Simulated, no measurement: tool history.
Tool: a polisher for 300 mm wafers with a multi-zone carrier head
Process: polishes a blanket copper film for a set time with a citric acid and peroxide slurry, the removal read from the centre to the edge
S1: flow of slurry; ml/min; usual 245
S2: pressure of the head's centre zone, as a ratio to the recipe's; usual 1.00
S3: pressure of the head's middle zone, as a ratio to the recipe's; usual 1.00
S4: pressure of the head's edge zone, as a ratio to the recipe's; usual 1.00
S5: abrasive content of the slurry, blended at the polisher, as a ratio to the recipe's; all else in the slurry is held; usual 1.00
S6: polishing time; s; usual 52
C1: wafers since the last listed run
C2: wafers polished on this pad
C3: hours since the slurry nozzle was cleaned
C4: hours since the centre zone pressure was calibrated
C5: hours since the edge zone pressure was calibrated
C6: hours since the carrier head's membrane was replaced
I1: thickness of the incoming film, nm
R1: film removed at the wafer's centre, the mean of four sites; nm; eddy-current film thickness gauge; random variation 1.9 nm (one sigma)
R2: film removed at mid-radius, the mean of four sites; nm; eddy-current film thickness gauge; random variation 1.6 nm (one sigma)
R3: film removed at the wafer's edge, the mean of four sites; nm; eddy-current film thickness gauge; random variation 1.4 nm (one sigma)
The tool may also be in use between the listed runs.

Run 1, hour 0.0: usual settings but S6 42 s; C1 0; C2 2477; C3 350.9; C4 737.1; C5 811.3; C6 385.3; I1 1073.8. Result: R1 141.1 nm, R2 143.8 nm, R3 137.1 nm.
At hour 22.6: worn pad replaced by a new one.
Run 2, hour 36.9: usual settings but S2 1.08; C1 343; C2 149; C3 387.8; C4 774.0; C5 848.2; C6 422.2; I1 1065.8. Result: R1 190.7 nm, R2 175.9 nm, R3 172.6 nm.
At hour 115.0: slurry nozzle cleaned.
Run 3, hour 126.2: usual settings but S2 1.08; C1 921; C2 1070; C3 11.2; C4 863.3; C5 937.5; C6 511.5; I1 1074.9. Result: R1 186.9 nm, R2 178.0 nm, R3 173.6 nm.
Run 4, hour 186.1: usual settings but S2 1.08; C1 624; C2 1695; C3 71.1; C4 923.2; C5 997.4; C6 571.4; I1 1071.0. Result: R1 190.0 nm, R2 174.3 nm, R3 175.1 nm.
Run 5, hour 239.3: usual settings; C1 554; C2 2250; C3 124.3; C4 976.4; C5 1050.6; C6 624.6; I1 1075.9. Result: R1 177.5 nm, R2 175.7 nm, R3 175.8 nm.
At hour 263.1: worn pad replaced by a new one.
Run 6, hour 313.6: usual settings but S6 65 s; C1 733; C2 527; C3 198.6; C4 1050.7; C5 1124.9; C6 698.9; I1 1063.1. Result: R1 224.7 nm, R2 218.8 nm, R3 214.7 nm.
At hour 356.1: carrier head's membrane replaced by a new one.
Run 7, hour 401.4: usual settings; C1 863; C2 1390; C3 286.4; C4 1138.5; C5 1212.7; C6 45.3; I1 1057.8. Result: R1 176.4 nm, R2 177.1 nm, R3 170.5 nm.
At hour 446.7: edge zone pressure recalibrated.
Run 8, hour 463.1: usual settings but S2 1.05, S3 1.06, S5 1.25, S6 46 s; C1 622; C2 2013; C3 348.1; C4 1200.2; C5 16.4; C6 107.0; I1 1075.9. Result: R1 179.9 nm, R2 173.0 nm, R3 163.9 nm.
At hour 487.9: worn pad replaced by a new one.
Run 9, hour 548.3: usual settings but S4 0.95; C1 847; C2 629; C3 433.3; C4 1285.4; C5 101.6; C6 192.2; I1 1061.6. Result: R1 176.0 nm, R2 177.1 nm, R3 167.7 nm.
At hour 567.6: centre zone pressure recalibrated.
At hour 569.9: slurry nozzle cleaned.
Run 10, hour 607.9: usual settings; C1 590; C2 1220; C3 38.0; C4 40.3; C5 161.2; C6 251.8; I1 1084.7. Result: R1 178.6 nm, R2 177.3 nm, R3 172.4 nm.
Run 11, hour 671.6: usual settings but S3 1.09; C1 664; C2 1884; C3 101.7; C4 104.0; C5 224.9; C6 315.5; I1 1057.9. Result: R1 176.1 nm, R2 186.7 nm, R3 172.8 nm.
At hour 690.7: worn pad replaced by a new one.
Run 12, hour 856.3: usual settings but S4 1.11, S6 37 s; C1 1885; C2 1727; C3 286.4; C4 288.7; C5 409.6; C6 500.2; I1 1084.1. Result: R1 125.6 nm, R2 126.6 nm, R3 129.6 nm.
At hour 893.8: worn pad replaced by a new one.
Run 13, hour 960.1: usual settings but S5 1.15; C1 1041; C2 692; C3 390.2; C4 392.5; C5 513.4; C6 604.0; I1 1064.2. Result: R1 184.9 nm, R2 184.6 nm, R3 179.4 nm.
At hour 1048.1: slurry nozzle cleaned.
At hour 1094.2: worn pad replaced by a new one.
Run 14, hour 1097.5: usual settings but S1 285 ml/min, S5 0.70, S6 41 s; C1 1381; C2 34; C3 49.4; C4 529.9; C5 650.8; C6 741.4; I1 1071.3. Result: R1 128.4 nm, R2 126.7 nm, R3 122.7 nm.
At hour 1141.5: carrier head's membrane replaced by a new one.
Run 15, hour 1173.1: usual settings; C1 736; C2 771; C3 125.0; C4 605.5; C5 726.4; C6 31.6; I1 1080.6. Result: R1 178.4 nm, R2 180.4 nm, R3 175.2 nm.

What the log doesn't show, run by run:
removal rate lost through wear of the pad, %: 0 in every run
slurry flow missing at the pad, %: 0 in every run
deviation of the centre zone's pressure from its setpoint, %: 0 in every run
deviation of the edge zone's pressure from its setpoint, %: 0 in every run
